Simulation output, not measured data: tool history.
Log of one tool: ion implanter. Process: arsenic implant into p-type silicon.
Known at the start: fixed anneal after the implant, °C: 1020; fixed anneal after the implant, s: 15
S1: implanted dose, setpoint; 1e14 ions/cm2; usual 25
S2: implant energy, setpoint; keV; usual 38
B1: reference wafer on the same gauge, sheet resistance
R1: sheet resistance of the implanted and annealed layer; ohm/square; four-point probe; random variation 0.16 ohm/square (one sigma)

{"run": 1, "day": 0.0, "S1": 25, "S2": 38, "B1": 78.39, "R1": 67.45}
{"run": 2, "day": 1.958, "S1": 25, "S2": 38, "B1": 78.41, "R1": 67.57}
{"day": 3.012, "done": "Faraday cup replaced and dose calibrated"}
{"run": 3, "day": 5.588, "S1": 25, "S2": 38, "B1": 78.39, "R1": 67.81}
{"run": 4, "day": 9.325, "S1": 25, "S2": 38, "B1": 78.43, "R1": 68}
{"run": 5, "day": 13.538, "S1": 25, "S2": 38, "B1": 78.35, "R1": 67.84}
{"run": 6, "day": 15.117, "S1": 25, "S2": 38, "B1": 78.4, "R1": 67.99}
{"day": 19.029, "done": "gauge calibrated"}
{"run": 7, "day": 19.504, "S1": 20.39, "S2": 38, "B1": 78.36, "R1": 71.65}
{"run": 8, "day": 29.233, "S1": 20.39, "S2": 38, "B1": 78.36, "R1": 71.29}
{"day": 30.912, "done": "extraction supply calibrated"}
{"run": 9, "day": 30.933, "S1": 25, "S2": 38, "B1": 78.42, "R1": 67.5}
{"run": 10, "day": 34.592, "S1": 32.16, "S2": 42, "B1": 78.38, "R1": 60.8}
{"run": 11, "day": 36.883, "S1": 21.14, "S2": 51, "B1": 78.38, "R1": 62.59}
{"day": 39.208, "done": "Faraday cup replaced and dose calibrated"}
{"run": 12, "day": 40.425, "S1": 22.56, "S2": 26, "B1": 78.41, "R1": 80.77}
{"run": 13, "day": 43.425, "S1": 30.89, "S2": 38, "B1": 78.41, "R1": 64.39}
{"run": 14, "day": 46.596, "S1": 17.59, "S2": 41.5, "B1": 78.41, "R1": 73.15}
{"day": 47.342, "done": "gauge calibrated"}
{"run": 15, "day": 50.792, "S1": 28.34, "S2": 38, "B1": 78.41, "R1": 65.76}
{"run": 16, "day": 55.158, "S1": 27.7, "S2": 38, "B1": 78.4, "R1": 66.1}

The same runs without the tool's hidden state, with the same run-to-run variation:
The hidden state here: deviation of the true dose from the Faraday cup's reading, %; deviation of the true energy from its setpoint, %; gauge reads high (%).
run=1 R1=67.84
run=2 R1=68.04
run=3 R1=67.71
run=4 R1=67.92
run=5 R1=67.8
run=6 R1=67.97
run=7 R1=71.73
run=8 R1=71.7
run=9 R1=67.85
run=10 R1=61.13
run=11 R1=63.44
run=12 R1=80.88
run=13 R1=64.48
run=14 R1=73.41
run=15 R1=65.91
run=16 R1=66.32

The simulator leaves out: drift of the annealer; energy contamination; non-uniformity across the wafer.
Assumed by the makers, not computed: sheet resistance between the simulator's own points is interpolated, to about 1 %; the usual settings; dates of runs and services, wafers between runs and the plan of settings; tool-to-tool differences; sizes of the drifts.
